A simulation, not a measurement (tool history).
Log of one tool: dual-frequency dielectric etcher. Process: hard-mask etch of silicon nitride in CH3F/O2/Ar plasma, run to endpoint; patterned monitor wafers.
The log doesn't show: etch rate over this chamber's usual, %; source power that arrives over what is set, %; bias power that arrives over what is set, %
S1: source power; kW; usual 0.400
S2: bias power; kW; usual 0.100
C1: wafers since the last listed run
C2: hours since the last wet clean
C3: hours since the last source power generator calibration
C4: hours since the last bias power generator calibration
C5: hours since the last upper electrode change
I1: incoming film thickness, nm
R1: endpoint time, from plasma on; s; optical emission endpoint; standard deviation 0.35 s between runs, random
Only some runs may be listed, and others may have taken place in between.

run   hour     S1     S2   C1     C2      C3      C4      C5     I1    R1
  1    0.0  0.400  0.100    0  209.6  4464.1  1280.5  3628.0  47.83  59.5
  2    7.5  0.400  0.100  104  217.1  4471.6  1288.0  3635.5  48.16  59.0
  3   14.1  0.400  0.100   92  223.7  4478.2  1294.6  3642.1  48.40  60.3
  4   30.0  0.400  0.100  222  239.6  4494.1  1310.5  3658.0  48.14  59.2
  5   46.4  0.400  0.100  229  256.0  4510.5  1326.9  3674.4  48.09  59.2
  6   54.6  0.400  0.116  114  264.2  4518.7  1335.1  3682.6  48.39  56.8
  7   72.2  0.400  0.116  246  281.8  4536.3  1352.7  3700.2  48.21  55.5
      79.1  -- source power generator calibrated
     104.5  -- upper electrode replaced
  8  105.0  0.320  0.087   67  314.6    25.9  1385.5     0.5  48.28  69.7
  9  105.4  0.320  0.087    5  315.0    26.3  1385.9     0.9  48.55  70.0
 10  111.0  0.340  0.100   78  320.6    31.9  1391.5     6.5  47.85  63.6
 11  123.5  0.340  0.100  174  333.1    44.4  1404.0    19.0  48.25  64.4
 12  133.9  0.460  0.100  145  343.5    54.8  1414.4    29.4  48.34  55.1
 13  144.1  0.370  0.114  142  353.7    65.0  1424.6    39.6  48.32  58.6
 14  158.2  0.370  0.114  197  367.8    79.1  1438.7    53.7  47.93  57.7
 15  166.6  0.400  0.100  117  376.2    87.5  1447.1    62.1  47.83  58.7
 16  181.2  0.460  0.093  204  390.8   102.1  1461.7    76.7  48.35  56.9
 17  188.5  0.350  0.108  102  398.1   109.4  1469.0    84.0  48.79  61.6
 18  210.6  0.370  0.117  308  420.2   131.5  1491.1   106.1  48.50  57.4
 19  222.2  0.400  0.077  162  431.8   143.1  1502.7   117.7  48.26  65.5
 20  233.7  0.430  0.112  160  443.3   154.6  1514.2   129.2  48.18  54.5
 21  246.6  0.370  0.076  180  456.2   167.5  1527.1   142.1  47.94  67.4
     275.8  -- wet clean of the chamber
 22  276.3  0.400  0.100   79    0.5   197.2  1556.8   171.8  47.70  60.3
 23  276.7  0.470  0.090    5    0.9   197.6  1557.2   172.2  47.97  59.2
 24  281.4  0.400  0.100   65    5.6   202.3  1561.9   176.9  48.41  61.8
 25  297.0  0.320  0.122  218   21.2   217.9  1577.5   192.5  48.11  62.3
     302.6  -- bias power generator calibrated
 26  325.8  0.430  0.124  346   50.0   246.7    23.2   221.3  47.94  53.9
 27  342.4  0.450  0.085  232   66.6   263.3    39.8   237.9  48.44  61.2
 28  356.6  0.400  0.100  198   80.8   277.5    54.0   252.1  48.00  60.6
 29  364.3  0.400  0.100  107   88.5   285.2    61.7   259.8  48.19  60.9
 30  373.6  0.470  0.080  129   97.8   294.5    71.0   269.1  48.09  61.0
 31  387.1  0.340  0.100  188  111.3   308.0    84.5   282.6  48.25  65.6
 32  403.9  0.400  0.100  234  128.1   324.8   101.3   299.4  48.28  59.8
 33  410.5  0.360  0.100   92  134.7   331.4   107.9   306.0  48.43  63.8
 34  417.3  0.400  0.075   95  141.5   338.2   114.7   312.8  48.29  67.8

Hidden state at the last listed run before each entry between runs and at the first one after, where it differs:
Logged between run 7 and run 8: source power generator calibrated (hour 79.1); upper electrode replaced (hour 104.5)
  etch rate over this chamber's usual, %: 2.99 -> 3.28
  measured less the result without the state, R1: -1.7 -> -2.2 s
Logged between run 21 and run 22: wet clean of the chamber (hour 275.8)
  etch rate over this chamber's usual, %: 4.52 -> 0.253
  measured less the result without the state, R1: -3.0 -> -0.2 s
Logged between run 25 and run 26: bias power generator calibrated (hour 302.6)
  etch rate over this chamber's usual, %: 0.435 -> 0.687
  measured less the result without the state, R1: -0.3 -> -0.3 s
